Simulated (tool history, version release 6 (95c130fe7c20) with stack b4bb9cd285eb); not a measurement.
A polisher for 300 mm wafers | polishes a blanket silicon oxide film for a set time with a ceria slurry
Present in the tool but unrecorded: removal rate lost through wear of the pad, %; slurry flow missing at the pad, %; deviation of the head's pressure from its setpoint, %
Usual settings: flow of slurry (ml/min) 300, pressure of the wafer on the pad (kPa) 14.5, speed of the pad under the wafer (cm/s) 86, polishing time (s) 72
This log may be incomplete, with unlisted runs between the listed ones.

run,hour,flow of slurry (ml/min),pressure of the wafer on the pad (kPa),speed of the pad under the wafer (cm/s),polishing time (s),wafers since the last listed run,wafers polished on this pad,hours since the slurry nozzle was cleaned,hours since the head pressure was calibrated,"incoming thickness of the incoming film, nm",film removed (nm)
1,0.0,300,14.5,86,72,0,1544,167.7,1091.4,1033.7,151.2
# hour 19.1: head pressure recalibrated
2,51.6,300,14.5,86,72,432,1977,219.3,32.5,1031.3,166.8
3,77.3,300,14.5,86,72,224,2201,245.0,58.2,1033.3,168.1
# hour 149.5: worn pad replaced by a new one
4,150.0,300,14.5,86,72,599,4,317.7,130.9,1048.5,165.3
5,171.8,300,11.7,86,72,190,194,339.5,152.7,1036.0,133.5
6,237.0,300,11.7,86,72,568,762,404.7,217.9,1021.2,131.7
7,278.7,300,11.7,86,72,363,1126,446.4,259.6,1012.3,131.3
8,343.8,300,14.5,86,72,567,1694,511.5,324.7,1035.4,163.5
9,368.1,300,14.5,96,72,211,1906,535.8,349.0,1025.4,182.5
10,413.3,300,14.5,86,56,394,2300,581.0,394.2,1049.6,124.8
11,453.0,300,14.5,86,56,346,2646,620.7,433.9,1021.9,124.7
# hour 474.3: slurry nozzle cleaned
12,479.7,300,14.5,86,72,224,2870,5.4,460.6,1048.4,159.0
13,519.8,300,14.5,86,72,349,3220,45.5,500.7,1035.8,158.9
# hour 531.0: worn pad replaced by a new one
14,544.1,300,14.5,86,72,177,114,69.8,525.0,1029.9,159.1
15,571.3,380,14.5,86,72,237,351,97.0,552.2,1021.1,161.4
16,615.0,300,14.5,86,72,381,732,140.7,595.9,1036.2,159.4
17,654.3,300,14.5,86,97,342,1075,180.0,635.2,1021.7,209.6
18,714.3,300,14.5,102,72,523,1598,240.0,695.2,1028.3,188.4
19,741.1,300,14.5,86,72,233,1832,266.8,722.0,1025.5,156.9
20,801.2,300,14.5,86,72,524,2356,326.9,782.1,1011.8,155.0
21,843.6,300,14.5,86,87,369,2726,369.3,824.5,1043.0,185.8
22,897.5,245,14.5,74,58,470,3196,423.2,878.4,1024.4,104.1
23,940.2,375,14.5,96,54,372,3569,465.9,921.1,1053.3,132.6
# hour 958.9: worn pad replaced by a new one
24,973.1,235,14.5,102,96,252,123,498.8,954.0,1032.1,231.0
# hour 1002.8: head pressure recalibrated
25,1016.9,300,14.5,86,72,364,488,542.6,14.1,1034.2,165.5
# hour 1041.5: slurry nozzle cleaned
26,1069.8,335,14.5,98,95,452,940,28.3,67.0,1022.8,251.7
27,1099.0,240,14.5,110,72,254,1195,57.5,96.2,1020.5,204.0
28,1136.2,300,14.5,86,72,324,1519,94.7,133.4,1023.1,165.3
29,1187.0,300,12.4,104,53,443,1963,145.5,184.2,1019.7,125.2
30,1253.8,330,14.5,86,48,582,2545,212.3,251.0,1046.4,110.1
31,1286.8,325,17.2,94,83,287,2833,245.3,284.0,1033.6,242.2
32,1323.3,300,10.3,86,72,318,3151,281.8,320.5,1018.2,116.2
# hour 1373.2: worn pad replaced by a new one
33,1373.5,335,14.5,66,64,402,3,332.0,370.7,1032.4,110.3
34,1442.6,300,16.5,86,90,602,605,401.1,439.8,1029.8,228.7
35,1486.4,325,17.2,94,83,382,987,444.9,483.6,1034.4,242.5
36,1541.6,220,11.7,112,59,481,1469,500.1,538.8,1021.6,131.5

Below are 5 alternative next runs, each starting from the tool's condition after run 36. Predict each:
A,1542.0,300,14.5,66,72,3,1472,500.5,539.2,1023.3,?
B,1542.0,300,14.5,112,72,3,1472,500.5,539.2,1023.3,?
C,1542.0,390,11.0,86,90,3,1472,500.5,539.2,1023.3,?
D,1542.0,300,16.5,86,72,3,1472,500.5,539.2,1023.3,?
E,1542.0,365,14.5,86,72,3,1472,500.5,539.2,1023.3,?

run,film removed (nm)
A,121.7
B,206.6
C,154.5
D,181.3
E,161.4
With the hidden condition removed and each run's random variation left untouched, the same runs would have given:
run,film removed (nm)
A,128.8
B,218.6
C,163.5
D,191.8
E,170.8
